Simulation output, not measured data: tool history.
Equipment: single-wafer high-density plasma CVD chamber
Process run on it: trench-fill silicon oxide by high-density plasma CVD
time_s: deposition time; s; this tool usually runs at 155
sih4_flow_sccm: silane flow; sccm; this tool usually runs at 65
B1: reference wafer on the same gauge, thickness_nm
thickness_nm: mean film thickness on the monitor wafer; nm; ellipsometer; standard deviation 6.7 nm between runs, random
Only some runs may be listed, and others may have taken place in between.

{"run": 1, "hour": 0.0, "time_s": 155, "sih4_flow_sccm": 65, "B1": 1290.293, "thickness_nm": 1110.155}
{"run": 2, "hour": 95.0, "time_s": 155, "sih4_flow_sccm": 58, "B1": 1290.833, "thickness_nm": 1000.086}
{"run": 3, "hour": 200.8, "time_s": 155, "sih4_flow_sccm": 65, "B1": 1289.051, "thickness_nm": 1108.847}
{"run": 4, "hour": 254.0, "time_s": 171, "sih4_flow_sccm": 65, "B1": 1290.784, "thickness_nm": 1216.748}
{"run": 5, "hour": 359.6, "time_s": 171, "sih4_flow_sccm": 65, "B1": 1291.768, "thickness_nm": 1218.078}
{"run": 6, "hour": 579.7, "time_s": 171, "sih4_flow_sccm": 65, "B1": 1288.342, "thickness_nm": 1198.664}
{"hour": 616.8, "done": "gauge calibrated"}
{"run": 7, "hour": 685.0, "time_s": 148, "sih4_flow_sccm": 65, "B1": 1289.434, "thickness_nm": 1052.52}
{"run": 8, "hour": 769.5, "time_s": 155, "sih4_flow_sccm": 65, "B1": 1291.113, "thickness_nm": 1088.436}
{"run": 9, "hour": 832.5, "time_s": 155, "sih4_flow_sccm": 65, "B1": 1289.716, "thickness_nm": 1086.557}
{"hour": 843.4, "done": "silane flow controller replaced"}
{"run": 10, "hour": 897.8, "time_s": 155, "sih4_flow_sccm": 65, "B1": 1290, "thickness_nm": 1131.731}
{"run": 11, "hour": 954.0, "time_s": 155, "sih4_flow_sccm": 65, "B1": 1290.1, "thickness_nm": 1123.49}
{"run": 12, "hour": 1045.7, "time_s": 155, "sih4_flow_sccm": 65, "B1": 1289.143, "thickness_nm": 1135.355}
{"run": 13, "hour": 1101.7, "time_s": 146, "sih4_flow_sccm": 74, "B1": 1288.94, "thickness_nm": 1196.745}
{"run": 14, "hour": 1156.2, "time_s": 135, "sih4_flow_sccm": 65, "B1": 1290.392, "thickness_nm": 981.331}
{"run": 15, "hour": 1262.9, "time_s": 127, "sih4_flow_sccm": 61, "B1": 1291.545, "thickness_nm": 876.554}
{"run": 16, "hour": 1323.7, "time_s": 185, "sih4_flow_sccm": 61, "B1": 1289.981, "thickness_nm": 1257.321}
{"run": 17, "hour": 1395.5, "time_s": 155, "sih4_flow_sccm": 55, "B1": 1290.1, "thickness_nm": 970.386}
{"run": 18, "hour": 1435.2, "time_s": 155, "sih4_flow_sccm": 65, "B1": 1291.594, "thickness_nm": 1118.961}
{"run": 19, "hour": 1486.4, "time_s": 155, "sih4_flow_sccm": 65, "B1": 1289.002, "thickness_nm": 1123.38}
{"run": 20, "hour": 1592.5, "time_s": 155, "sih4_flow_sccm": 75, "B1": 1290.769, "thickness_nm": 1269.513}
{"run": 21, "hour": 1693.6, "time_s": 126, "sih4_flow_sccm": 74, "B1": 1289.473, "thickness_nm": 1012.749}
{"run": 22, "hour": 1766.5, "time_s": 130, "sih4_flow_sccm": 62, "B1": 1289.51, "thickness_nm": 890.112}
{"run": 23, "hour": 1821.5, "time_s": 128, "sih4_flow_sccm": 57, "B1": 1290.374, "thickness_nm": 815.96}

Hidden state or all else? Some run-to-run changes of thickness_nm, split into what the settings, what came in and random variation would give without the hidden state, and what is left for the hidden state (with any gauge scatter that isn't in both results):
Hidden conditions of the tool in this case: delivered silane flow above the setpoint (%); gauge reads high (%).
Run 9 -> 10: silane flow controller replaced. thickness_nm +45.174 nm: hidden state +46.208, all else -1.034.
Run 15 -> 16: time_s 127 -> 185. thickness_nm +380.767 nm: hidden state -7.235, all else +388.002.
Run 16 -> 17: time_s 185 -> 155, sih4_flow_sccm 61 -> 55. thickness_nm -286.935 nm: hidden state +2.693, all else -289.628.
